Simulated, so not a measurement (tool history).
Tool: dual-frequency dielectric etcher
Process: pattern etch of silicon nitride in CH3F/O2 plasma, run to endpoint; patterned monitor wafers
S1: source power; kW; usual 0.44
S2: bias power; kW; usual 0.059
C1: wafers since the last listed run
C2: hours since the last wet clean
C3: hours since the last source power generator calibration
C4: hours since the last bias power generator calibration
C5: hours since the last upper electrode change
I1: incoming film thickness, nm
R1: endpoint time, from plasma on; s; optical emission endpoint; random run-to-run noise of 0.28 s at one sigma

{"run": 1, "hour": 0.0, "S1": 0.44, "S2": 0.048, "C1": 0, "C2": 178.4, "C3": 1909.8, "C4": 1655.6, "C5": 3606.1, "I1": 86.7, "R1": 100.1}
{"run": 2, "hour": 70.0, "S1": 0.44, "S2": 0.059, "C1": 640, "C2": 248.4, "C3": 1979.8, "C4": 1725.6, "C5": 3676.1, "I1": 86.4, "R1": 94.8}
{"run": 3, "hour": 101.1, "S1": 0.44, "S2": 0.059, "C1": 284, "C2": 279.5, "C3": 2010.9, "C4": 1756.7, "C5": 3707.2, "I1": 85.5, "R1": 94.6}
{"run": 4, "hour": 177.4, "S1": 0.44, "S2": 0.059, "C1": 697, "C2": 355.8, "C3": 2087.2, "C4": 1833, "C5": 3783.5, "I1": 85.9, "R1": 95.4}
{"run": 5, "hour": 229.2, "S1": 0.44, "S2": 0.059, "C1": 473, "C2": 407.6, "C3": 2139, "C4": 1884.8, "C5": 3835.3, "I1": 86.4, "R1": 96}
{"run": 6, "hour": 298.6, "S1": 0.44, "S2": 0.059, "C1": 634, "C2": 477, "C3": 2208.4, "C4": 1954.2, "C5": 3904.7, "I1": 86.3, "R1": 96.1}
{"run": 7, "hour": 348.9, "S1": 0.44, "S2": 0.059, "C1": 459, "C2": 527.3, "C3": 2258.7, "C4": 2004.5, "C5": 3955, "I1": 85.7, "R1": 95.7}
{"run": 8, "hour": 406.5, "S1": 0.49, "S2": 0.059, "C1": 526, "C2": 584.9, "C3": 2316.3, "C4": 2062.1, "C5": 4012.6, "I1": 86.7, "R1": 91.8}
{"hour": 467.1, "done": "wet clean of the chamber"}
{"run": 9, "hour": 467.6, "S1": 0.44, "S2": 0.052, "C1": 339, "C2": 0.5, "C3": 2377.4, "C4": 2123.2, "C5": 4073.7, "I1": 85.9, "R1": 95.6}
{"run": 10, "hour": 485.6, "S1": 0.44, "S2": 0.059, "C1": 164, "C2": 18.5, "C3": 2395.4, "C4": 2141.2, "C5": 4091.7, "I1": 85.6, "R1": 93.1}
{"run": 11, "hour": 548.1, "S1": 0.44, "S2": 0.059, "C1": 571, "C2": 81, "C3": 2457.9, "C4": 2203.7, "C5": 4154.2, "I1": 85.5, "R1": 93.1}
{"run": 12, "hour": 617.2, "S1": 0.44, "S2": 0.059, "C1": 631, "C2": 150.1, "C3": 2527, "C4": 2272.8, "C5": 4223.3, "I1": 85.8, "R1": 93.6}
{"run": 13, "hour": 679.0, "S1": 0.44, "S2": 0.059, "C1": 565, "C2": 211.9, "C3": 2588.8, "C4": 2334.6, "C5": 4285.1, "I1": 86, "R1": 94.1}
{"run": 14, "hour": 706.8, "S1": 0.44, "S2": 0.059, "C1": 254, "C2": 239.7, "C3": 2616.6, "C4": 2362.4, "C5": 4312.9, "I1": 86.1, "R1": 94.3}
{"run": 15, "hour": 766.0, "S1": 0.55, "S2": 0.065, "C1": 541, "C2": 298.9, "C3": 2675.8, "C4": 2421.6, "C5": 4372.1, "I1": 85.9, "R1": 81.1}
{"run": 16, "hour": 805.6, "S1": 0.39, "S2": 0.066, "C1": 362, "C2": 338.5, "C3": 2715.4, "C4": 2461.2, "C5": 4411.7, "I1": 85.4, "R1": 97.8}
{"hour": 817.4, "done": "source power generator calibrated"}
{"run": 17, "hour": 863.9, "S1": 0.33, "S2": 0.069, "C1": 496, "C2": 396.8, "C3": 46.5, "C4": 2519.5, "C5": 4470, "I1": 86.4, "R1": 111.3}
{"hour": 872.2, "done": "bias power generator calibrated"}
{"hour": 968.4, "done": "wet clean of the chamber"}
{"hour": 1028.4, "done": "upper electrode replaced"}
{"run": 18, "hour": 1028.9, "S1": 0.48, "S2": 0.054, "C1": 1033, "C2": 60.5, "C3": 211.5, "C4": 156.7, "C5": 0.5, "I1": 86, "R1": 92.5}
{"run": 19, "hour": 1066.8, "S1": 0.44, "S2": 0.059, "C1": 346, "C2": 98.4, "C3": 249.4, "C4": 194.6, "C5": 38.4, "I1": 86.3, "R1": 95.4}
{"run": 20, "hour": 1098.6, "S1": 0.4, "S2": 0.068, "C1": 290, "C2": 130.2, "C3": 281.2, "C4": 226.4, "C5": 70.2, "I1": 86.2, "R1": 96.9}
{"run": 21, "hour": 1157.0, "S1": 0.44, "S2": 0.069, "C1": 533, "C2": 188.6, "C3": 339.6, "C4": 284.8, "C5": 128.6, "I1": 85.2, "R1": 90.9}
{"run": 22, "hour": 1182.8, "S1": 0.37, "S2": 0.059, "C1": 235, "C2": 214.4, "C3": 365.4, "C4": 310.6, "C5": 154.4, "I1": 86.1, "R1": 106.4}
{"run": 23, "hour": 1238.1, "S1": 0.37, "S2": 0.055, "C1": 505, "C2": 269.7, "C3": 420.7, "C4": 365.9, "C5": 209.7, "I1": 86.2, "R1": 108.8}
{"run": 24, "hour": 1307.4, "S1": 0.53, "S2": 0.049, "C1": 633, "C2": 339, "C3": 490, "C4": 435.2, "C5": 279, "I1": 86.6, "R1": 91.6}
{"run": 25, "hour": 1337.2, "S1": 0.37, "S2": 0.055, "C1": 272, "C2": 368.8, "C3": 519.8, "C4": 465, "C5": 308.8, "I1": 85, "R1": 108.2}
{"run": 26, "hour": 1369.8, "S1": 0.5, "S2": 0.067, "C1": 298, "C2": 401.4, "C3": 552.4, "C4": 497.6, "C5": 341.4, "I1": 85.8, "R1": 86.6}
{"run": 27, "hour": 1430.4, "S1": 0.44, "S2": 0.059, "C1": 554, "C2": 462, "C3": 613, "C4": 558.2, "C5": 402, "I1": 86, "R1": 97.6}
{"run": 28, "hour": 1502.3, "S1": 0.44, "S2": 0.059, "C1": 657, "C2": 533.9, "C3": 684.9, "C4": 630.1, "C5": 473.9, "I1": 86, "R1": 97.9}
{"run": 29, "hour": 1541.0, "S1": 0.34, "S2": 0.059, "C1": 353, "C2": 572.6, "C3": 723.6, "C4": 668.8, "C5": 512.6, "I1": 85.5, "R1": 113.9}

Some steps in R1, run to run, broken into two amounts with sign: the step expected even without the hidden condition (settings, incoming material, random variation), and the rest, left for the hidden condition together with whatever gauge scatter is not in both the measured and the hidden-condition-free result:
Hidden state present: etch rate over this chamber's usual, %; source power that arrives over what is set, %; bias power that arrives over what is set, %.
Run 8 -> 9: S1 0.49 -> 0.44, S2 0.059 -> 0.052, wet clean of the chamber. R1 +3.8 s: hidden state -3.3, all else +7.1.
Run 16 -> 17: S1 0.39 -> 0.33, S2 0.066 -> 0.069, source power generator calibrated. R1 +13.5 s: hidden state +2.7, all else +10.8.
Run 17 -> 18: S1 0.33 -> 0.48, S2 0.069 -> 0.054, bias power generator calibrated, wet clean of the chamber, upper electrode replaced. R1 -18.8 s: hidden state -2.4, all else -16.4.
Run 25 -> 26: S1 0.37 -> 0.5, S2 0.055 -> 0.067. R1 -21.6 s: hidden state -0.3, all else -21.3.

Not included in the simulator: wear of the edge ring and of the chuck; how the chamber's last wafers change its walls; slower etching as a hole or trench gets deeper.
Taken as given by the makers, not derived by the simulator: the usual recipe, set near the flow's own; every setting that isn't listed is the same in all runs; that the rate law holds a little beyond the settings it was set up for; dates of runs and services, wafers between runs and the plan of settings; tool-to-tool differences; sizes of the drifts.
